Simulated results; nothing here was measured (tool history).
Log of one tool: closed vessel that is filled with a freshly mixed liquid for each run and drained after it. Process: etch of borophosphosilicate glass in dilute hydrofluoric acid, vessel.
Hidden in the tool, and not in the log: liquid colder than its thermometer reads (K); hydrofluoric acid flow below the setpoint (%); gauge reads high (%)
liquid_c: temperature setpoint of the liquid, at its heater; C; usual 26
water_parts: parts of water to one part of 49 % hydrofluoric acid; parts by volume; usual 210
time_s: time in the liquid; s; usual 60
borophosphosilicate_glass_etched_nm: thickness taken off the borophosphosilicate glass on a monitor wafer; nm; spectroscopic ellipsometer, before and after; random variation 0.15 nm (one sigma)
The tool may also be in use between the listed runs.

run	day	liquid_c	water_parts	time_s	wafers since the last listed run	hours since the thermometer was replaced	hours since the hydrofluoric acid flow meter was replaced	hours since the gauge calibration	read-back film thickness of the borophosphosilicate glass reference wafer, read on the same gauge (nm)	borophosphosilicate_glass_etched_nm
1	0	26	210	60	0	2357.1	698.9	298.9	129.99	19.86
2	2.171	26	210	60	3693	2409.2	751	351	129.98	19.82
3	4.433	26	210	60	3849	2463.5	805.3	405.3	130	19.94
4	7.158	26	210	50	4636	2528.9	870.7	470.7	129.97	16.28
5	10.233	26	210	50	5232	2602.7	944.5	544.5	129.99	16.44
6	12.008	26	210	60	3020	2645.3	987.1	587.1	130.04	19.85
7	15.025	26	210	60	5132	2717.7	1059.5	659.5	129.97	19.4
8	18.667	26	210	60	6196	2805.1	1146.9	746.9	130.03	19.13
9	20.788	26	210	60	3608	2856	1197.8	797.8	130.04	19.24
10	24.858	26	210	60	6926	2953.7	1295.5	895.5	129.97	19.41
# day 25.604: thermometer replaced
11	27.079	26	210	60	3707	35.4	1348.8	948.8	130.01	18.9
12	30.396	22	115	60	5643	115	1428.4	1028.4	129.97	33.86
13	34.717	22	115	60	7351	218.7	1532.1	1132.1	129.99	33.21
14	38.417	24	210	85	6295	307.5	1620.9	1220.9	129.97	24.62
15	40.433	26	210	95	3431	355.9	1669.3	1269.3	129.99	29.61
# day 41.008: hydrofluoric acid flow meter replaced
16	44.042	29	125	90	6068	442.5	72.8	1355.9	129.99	65.18
# day 45.25: gauge calibrated
17	48.129	27.5	160	40	6954	540.6	170.9	69.1	129.99	19.95
18	51.675	26	210	60	6033	625.7	256	154.2	129.98	20.1
19	55.162	23.5	250	80	5933	709.4	339.7	237.9	129.98	19.98
20	56.971	26	300	70	3076	752.8	383.1	281.3	130.05	14.87

4 ways to go on from here, each from the tool as it stands after run 20. What would each give?
A	57	26	305	60	49	753.5	383.8	282	?	?
B	57	24	180	50	49	753.5	383.8	282	?	?
C	57	26	210	90	49	753.5	383.8	282	?	?
D	57	24.5	210	60	49	753.5	383.8	282	?	?

run	read-back film thickness of the borophosphosilicate glass reference wafer, read on the same gauge (nm)	borophosphosilicate_glass_etched_nm
A	130.01	12.63
B	130.01	18.99
C	130.01	30.48
D	130.01	19.25
Without the tool's hidden state the same runs would have given:
run	borophosphosilicate_glass_etched_nm
A	13.03
B	19.55
C	31.39
D	19.82
